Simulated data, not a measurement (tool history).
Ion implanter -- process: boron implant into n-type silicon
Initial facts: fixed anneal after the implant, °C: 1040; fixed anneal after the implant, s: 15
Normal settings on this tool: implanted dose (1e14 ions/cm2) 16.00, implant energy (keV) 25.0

run,hour,implanted dose (1e14 ions/cm2),implant energy (keV),wafers since the last listed run,hours since the last dose calibration,hours since the extraction supply was calibrated,hours since the gauge calibration,"read-back reference wafer on the same gauge, sheet resistance",sheet resistance of the implanted and annealed layer (ohm/square)
1,0.0,16.00,25.0,0,1960.3,3236.0,439.5,79.56,80.60
2,34.7,16.00,25.0,483,1995.0,3270.7,474.2,79.59,81.23
3,70.7,16.00,30.0,502,2031.0,3306.7,510.2,79.66,78.94
4,95.7,16.00,30.0,348,2056.0,3331.7,535.2,79.60,79.66
5,109.2,16.00,25.0,188,2069.5,3345.2,548.7,79.59,79.82
6,121.4,16.00,25.0,170,2081.7,3357.4,560.9,79.60,80.45
7,143.4,17.42,29.0,306,2103.7,3379.4,582.9,79.61,74.11
8,176.7,17.42,29.0,464,2137.0,3412.7,616.2,79.50,73.63
9,190.3,17.42,29.0,189,2150.6,3426.3,629.8,79.66,74.15
10,222.4,17.19,20.0,447,2182.7,3458.4,661.9,79.57,79.00
11,251.6,17.19,20.0,407,2211.9,3487.6,691.1,79.69,78.69
12,280.4,17.19,20.0,401,2240.7,3516.4,719.9,79.59,78.90
13,304.8,14.61,25.0,340,2265.1,3540.8,744.3,79.61,86.42
14,331.3,14.61,25.0,369,2291.6,3567.3,770.8,79.56,87.03
15,360.9,16.00,31.5,412,2321.2,3596.9,800.4,79.47,79.26
# hour 369.9: gauge calibrated
16,387.8,16.00,31.5,375,2348.1,3623.8,17.9,79.53,78.81
17,420.6,16.00,31.5,457,2380.9,3656.6,50.7,79.56,79.29
# hour 436.6: Faraday cup replaced and dose calibrated
18,437.1,16.00,25.0,118,0.5,3673.1,67.2,79.62,80.59
19,453.4,16.00,25.0,227,16.8,3689.4,83.5,79.61,80.68

The next listed run, before its measurement:
20,484.1,11.57,21.0,428,47.5,3720.1,114.2,?,?

read-back reference wafer on the same gauge, sheet resistance: 79.55
sheet resistance of the implanted and annealed layer (ohm/square): 106.83
With no hidden state in the tool, this same run would have given sheet resistance of the implanted and annealed layer (ohm/square) 106.83.
